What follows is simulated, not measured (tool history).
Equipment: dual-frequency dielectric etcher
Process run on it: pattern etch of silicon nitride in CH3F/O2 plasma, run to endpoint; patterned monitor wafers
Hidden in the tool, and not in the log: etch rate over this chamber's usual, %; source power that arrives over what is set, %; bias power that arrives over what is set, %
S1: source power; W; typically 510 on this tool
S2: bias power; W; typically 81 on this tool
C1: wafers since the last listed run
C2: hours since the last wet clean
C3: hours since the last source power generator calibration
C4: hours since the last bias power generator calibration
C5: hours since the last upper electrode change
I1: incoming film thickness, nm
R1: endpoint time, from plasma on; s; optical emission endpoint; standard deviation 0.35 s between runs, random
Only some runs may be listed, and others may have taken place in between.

run,day,S1,S2,C1,C2,C3,C4,C5,I1,R1
1,0.000,600,91,0,200.7,507.7,2858.1,3678.6,108.9,104.4
2,4.267,510,81,453,303.1,610.1,2960.5,3781.0,108.6,112.9
3,7.704,510,81,364,385.6,692.6,3043.0,3863.5,109.2,114.2
4,10.150,510,81,259,444.3,751.3,3101.7,3922.2,110.0,114.6
5,12.975,510,81,299,512.1,819.1,3169.5,3990.0,109.8,114.4
# day 17.433: wet clean of the chamber
6,17.454,510,81,369,0.5,926.6,3277.0,4097.5,110.4,114.7
7,19.612,510,81,229,52.3,978.4,3328.8,4149.3,109.0,114.1
# day 20.162: bias power generator calibrated
8,21.708,420,95,204,102.6,1028.7,37.1,4199.6,108.2,115.2
9,24.046,420,95,248,158.7,1084.8,93.2,4255.7,108.5,115.6
10,26.675,420,95,279,221.8,1147.9,156.3,4318.8,108.5,114.7
# day 28.162: upper electrode replaced
11,28.667,510,81,105,269.6,1195.7,204.1,12.1,108.5,115.8
12,30.783,510,81,224,320.4,1246.5,254.9,62.9,108.4,115.4
13,33.638,510,81,303,388.9,1315.0,323.4,131.4,109.5,116.1
14,37.167,480,81,374,473.6,1399.7,408.1,216.1,110.9,119.5
15,40.038,510,93,304,542.5,1468.6,477.0,285.0,108.4,110.7
# day 41.700: wet clean of the chamber
16,43.467,510,81,257,42.4,1550.9,559.3,367.3,109.1,116.2
# day 45.925: source power generator calibrated
17,47.425,420,81,402,137.4,36.0,654.3,462.3,109.8,121.8
18,50.804,510,81,358,218.5,117.1,735.4,543.4,109.8,115.6
19,52.850,510,81,217,267.6,166.2,784.5,592.5,109.0,114.9
20,55.221,450,92,251,324.5,223.1,841.4,649.4,109.0,114.1
21,58.275,590,72,324,397.8,296.4,914.7,722.7,110.6,116.2
22,62.492,410,64,447,499.0,397.6,1015.9,823.9,109.4,131.4
23,65.696,510,81,340,575.9,474.5,1092.8,900.8,109.0,115.2
24,68.200,560,89,265,636.0,534.6,1152.9,960.9,110.3,110.0
# day 71.175: wet clean of the chamber
25,71.662,510,81,261,11.7,617.7,1236.0,1044.0,110.0,116.7
26,73.642,420,95,210,59.2,665.2,1283.5,1091.5,108.4,114.2
27,76.825,450,92,338,135.6,741.6,1359.9,1167.9,109.5,114.2
28,78.696,640,66,198,180.5,786.5,1404.8,1212.8,109.5,116.3
29,80.375,390,81,178,220.8,826.8,1445.1,1253.1,109.9,124.2
30,84.238,510,96,410,313.5,919.5,1537.8,1345.8,109.1,109.0
31,87.746,510,71,372,397.7,1003.7,1622.0,1430.0,109.1,120.2
32,90.150,510,81,255,455.4,1061.4,1679.7,1487.7,108.5,115.0
# day 93.604: wet clean of the chamber
33,94.579,510,99,364,23.4,1167.7,1786.0,1594.0,109.2,108.1
34,98.396,640,73,405,115.0,1259.3,1877.6,1685.6,109.0,112.1
35,106.796,510,81,891,316.6,1460.9,2079.2,1887.2,109.5,115.9
36,108.542,430,94,185,358.5,1502.8,2121.1,1929.1,109.8,115.5

Hidden state at the last listed run before each entry between runs and at the first one after, where it differs:
From run 5 to run 6: wet clean of the chamber (day 17.433)
  source power that arrives over what is set, %: -3.09 -> -3.29; bias power that arrives over what is set, %: 6.17 -> 6.35
  measured less the result without the state, R1: -1.2 -> -1.3 s
From run 7 to run 8: bias power generator calibrated (day 20.162)
  source power that arrives over what is set, %: -3.37 -> -3.45; bias power that arrives over what is set, %: 6.44 -> -0.482
  measured less the result without the state, R1: -1.2 -> +1.2 s
From run 10 to run 11: upper electrode replaced (day 28.162)
  source power that arrives over what is set, %: -3.59 -> -3.64; bias power that arrives over what is set, %: -0.277 -> -0.195
  measured less the result without the state, R1: +1.1 -> +1.1 s
From run 15 to run 16: wet clean of the chamber (day 41.700)
  source power that arrives over what is set, %: -3.85 -> -3.9; bias power that arrives over what is set, %: 0.274 -> 0.416
  measured less the result without the state, R1: +1.0 -> +1.1 s
From run 16 to run 17: source power generator calibrated (day 45.925)
  source power that arrives over what is set, %: -3.9 -> -0.311; bias power that arrives over what is set, %: 0.416 -> 0.579
  measured less the result without the state, R1: +1.1 -> -0.1 s
From run 24 to run 25: wet clean of the chamber (day 71.175)
  source power that arrives over what is set, %: -3.36 -> -3.64; bias power that arrives over what is set, %: 1.44 -> 1.58
  measured less the result without the state, R1: +0.5 -> +0.5 s
From run 32 to run 33: wet clean of the chamber (day 93.604)
  source power that arrives over what is set, %: -4.55 -> -4.68; bias power that arrives over what is set, %: 2.34 -> 2.52
  measured less the result without the state, R1: +0.6 -> +0.4 s
